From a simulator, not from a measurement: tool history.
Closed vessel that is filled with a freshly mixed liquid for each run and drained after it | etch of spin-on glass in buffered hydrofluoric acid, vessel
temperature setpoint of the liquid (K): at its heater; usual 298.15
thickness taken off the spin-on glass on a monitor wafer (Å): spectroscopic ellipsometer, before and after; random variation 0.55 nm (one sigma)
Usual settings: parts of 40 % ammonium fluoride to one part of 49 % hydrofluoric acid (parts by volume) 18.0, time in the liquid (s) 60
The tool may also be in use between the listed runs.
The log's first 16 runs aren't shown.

run   hour  temperature setpoint of the liquid (K)  parts of 40 % ammonium fluoride to one part of 49 % hydrofluoric acid (parts by volume)  time in the liquid (s)  wafers since the last listed run  hours since the thermometer was replaced  hours since the hydrofluoric acid flow meter was replaced  hours since the gauge calibration  read-back film thickness of the spin-on glass reference wafer, read on the same gauge (nm)  thickness taken off the spin-on glass on a monitor wafer (Å)
 17  395.6                                  298.15                                                                                     18.0                      50                              1409                                     115.1                                                       31.7                               20.0                                                                                       40.02                                                         781.8
 18  426.0                                  298.15                                                                                     18.0                      45                              2678                                     145.5                                                       62.1                               50.4                                                                                       39.99                                                         700.9
 19  439.0                                  298.15                                                                                     18.0                      60                              1145                                     158.5                                                       75.1                               63.4                                                                                       39.99                                                         934.7
 20  462.6                                  293.65                                                                                     21.5                      35                              2079                                     182.1                                                       98.7                               87.0                                                                                       39.99                                                         361.9
 21  495.8                                  293.65                                                                                     18.0                      60                              2924                                     215.3                                                      131.9                              120.2                                                                                       40.02                                                         735.4
 22  512.4                                  295.15                                                                                     24.0                      75                              1462                                     231.9                                                      148.5                              136.8                                                                                       40.02                                                         786.2
 23  545.2                                  295.15                                                                                     18.0                      60                              2889                                     264.7                                                      181.3                              169.6                                                                                       39.99                                                         800.2
 24  561.7                                  298.15                                                                                     18.0                      60                              1453                                     281.2                                                      197.8                              186.1                                                                                       39.99                                                         924.6
 25  588.9                                  298.15                                                                                     18.0                      90                              2396                                     308.4                                                      225.0                              213.3                                                                                       40.01                                                        1404.7
 26  610.8                                  296.65                                                                                     24.5                      40                              1929                                     330.3                                                      246.9                              235.2                                                                                       40.02                                                         447.5
 27  635.6                                  301.15                                                                                     15.0                      85                              2184                                     355.1                                                      271.7                              260.0                                                                                       40.02                                                        1866.8
 28  667.6                                  303.15                                                                                     24.5                      70                              2819                                     387.1                                                      303.7                              292.0                                                                                       39.97                                                        1125.1
 29  715.0                                  298.15                                                                                     18.0                      60                              4175                                     434.5                                                      351.1                              339.4                                                                                       40.01                                                         945.4
 30  748.6                                  298.15                                                                                     18.0                      50                              2959                                     468.1                                                      384.7                              373.0                                                                                       39.99                                                         791.9
 31  782.3                                  298.15                                                                                     15.5                      60                              2968                                     501.8                                                      418.4                              406.7                                                                                       40.01                                                        1084.8
 32  804.0                                  294.65                                                                                     15.0                      60                              1911                                     523.5                                                      440.1                              428.4                                                                                       40.02                                                         929.9

Forecast each of these 5 alternatives for the next run:
  A  804.7                                  298.15                                                                                     18.0                      60                                61                                     524.2                                                      440.8                              429.1                                                                                           ?                                                             ?
  B  804.7                                  298.15                                                                                     13.0                      70                                61                                     524.2                                                      440.8                              429.1                                                                                           ?                                                             ?
  C  804.7                                  298.15                                                                                     18.0                      40                                61                                     524.2                                                      440.8                              429.1                                                                                           ?                                                             ?
  D  804.7                                  303.15                                                                                     18.0                      35                                61                                     524.2                                                      440.8                              429.1                                                                                           ?                                                             ?
  E  804.7                                  294.65                                                                                     18.0                      40                                61                                     524.2                                                      440.8                              429.1                                                                                           ?                                                             ?

run  read-back film thickness of the spin-on glass reference wafer, read on the same gauge (nm)  thickness taken off the spin-on glass on a monitor wafer (Å)
  A                                                                                       39.97                                                         941.2
  B                                                                                       39.97                                                        1511.6
  C                                                                                       39.97                                                         627.5
  D                                                                                       39.97                                                         718.0
  E                                                                                       39.97                                                         517.4
Without the tool's hidden state the same runs would have given:
run  thickness taken off the spin-on glass on a monitor wafer (Å)
  A                                                         938.8
  B                                                        1507.9
  C                                                         625.9
  D                                                         715.6
  E                                                         516.4
